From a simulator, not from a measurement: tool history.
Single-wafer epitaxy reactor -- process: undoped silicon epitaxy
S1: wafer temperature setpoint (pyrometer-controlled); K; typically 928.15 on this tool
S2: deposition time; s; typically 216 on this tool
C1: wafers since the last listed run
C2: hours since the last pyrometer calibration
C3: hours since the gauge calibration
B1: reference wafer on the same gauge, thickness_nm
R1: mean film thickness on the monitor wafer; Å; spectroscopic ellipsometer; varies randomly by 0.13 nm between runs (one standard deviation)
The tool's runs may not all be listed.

{"run": 1, "hour": 0.0, "S1": 928.15, "S2": 216, "C1": 0, "C2": 66.1, "C3": 579.7, "B1": 42.405, "R1": 414.83}
{"run": 2, "hour": 41.5, "S1": 928.15, "S2": 216, "C1": 295, "C2": 107.6, "C3": 621.2, "B1": 42.388, "R1": 415.54}
{"run": 3, "hour": 109.9, "S1": 928.15, "S2": 216, "C1": 486, "C2": 176, "C3": 689.6, "B1": 42.422, "R1": 414.96}
{"run": 4, "hour": 171.2, "S1": 928.15, "S2": 216, "C1": 436, "C2": 237.3, "C3": 750.9, "B1": 42.405, "R1": 411.26}
{"run": 5, "hour": 226.0, "S1": 928.15, "S2": 239, "C1": 389, "C2": 292.1, "C3": 805.7, "B1": 42.395, "R1": 455.12}
{"hour": 247.7, "done": "gauge calibrated"}
{"run": 6, "hour": 274.9, "S1": 928.15, "S2": 239, "C1": 347, "C2": 341, "C3": 27.2, "B1": 42.407, "R1": 452.65}
{"run": 7, "hour": 304.0, "S1": 922.15, "S2": 243, "C1": 207, "C2": 370.1, "C3": 56.3, "B1": 42.393, "R1": 398.15}
{"run": 8, "hour": 373.0, "S1": 922.15, "S2": 243, "C1": 490, "C2": 439.1, "C3": 125.3, "B1": 42.377, "R1": 397.79}
{"run": 9, "hour": 532.2, "S1": 922.15, "S2": 243, "C1": 1132, "C2": 598.3, "C3": 284.5, "B1": 42.371, "R1": 397.67}
{"run": 10, "hour": 567.6, "S1": 935.15, "S2": 216, "C1": 251, "C2": 633.7, "C3": 319.9, "B1": 42.402, "R1": 484.76}
{"run": 11, "hour": 618.0, "S1": 935.15, "S2": 216, "C1": 358, "C2": 684.1, "C3": 370.3, "B1": 42.419, "R1": 483.43}
{"run": 12, "hour": 681.2, "S1": 935.15, "S2": 216, "C1": 449, "C2": 747.3, "C3": 433.5, "B1": 42.365, "R1": 481.03}
{"run": 13, "hour": 751.5, "S1": 924.15, "S2": 216, "C1": 500, "C2": 817.6, "C3": 503.8, "B1": 42.41, "R1": 365.6}
{"hour": 764.7, "done": "pyrometer calibrated"}
{"run": 14, "hour": 794.7, "S1": 928.15, "S2": 216, "C1": 250, "C2": 30, "C3": 547, "B1": 42.431, "R1": 415.13}
{"run": 15, "hour": 856.9, "S1": 928.15, "S2": 216, "C1": 442, "C2": 92.2, "C3": 609.2, "B1": 42.418, "R1": 417.24}
{"run": 16, "hour": 963.4, "S1": 928.15, "S2": 199, "C1": 757, "C2": 198.7, "C3": 715.7, "B1": 42.409, "R1": 381.78}
{"run": 17, "hour": 1022.5, "S1": 923.15, "S2": 234, "C1": 420, "C2": 257.8, "C3": 774.8, "B1": 42.384, "R1": 397.41}
{"run": 18, "hour": 1082.9, "S1": 933.15, "S2": 216, "C1": 429, "C2": 318.2, "C3": 835.2, "B1": 42.389, "R1": 466.73}
{"hour": 1085.0, "done": "gauge calibrated"}
{"run": 19, "hour": 1139.4, "S1": 928.15, "S2": 216, "C1": 401, "C2": 374.7, "C3": 54.4, "B1": 42.396, "R1": 412.55}
{"run": 20, "hour": 1189.6, "S1": 928.15, "S2": 216, "C1": 357, "C2": 424.9, "C3": 104.6, "B1": 42.386, "R1": 412.78}

Run 21, settings as shown, results not yet in. Your forecast:
{"run": 21, "hour": 1232.3, "S1": 943.15, "S2": 239, "C1": 303, "C2": 467.6, "C3": 147.3, "B1": "?", "R1": "?"}

B1: 42.43
R1: 650.26 Å
On a tool with no hidden condition, and with the same random variation, this run would have come out at R1 656.63 Å.
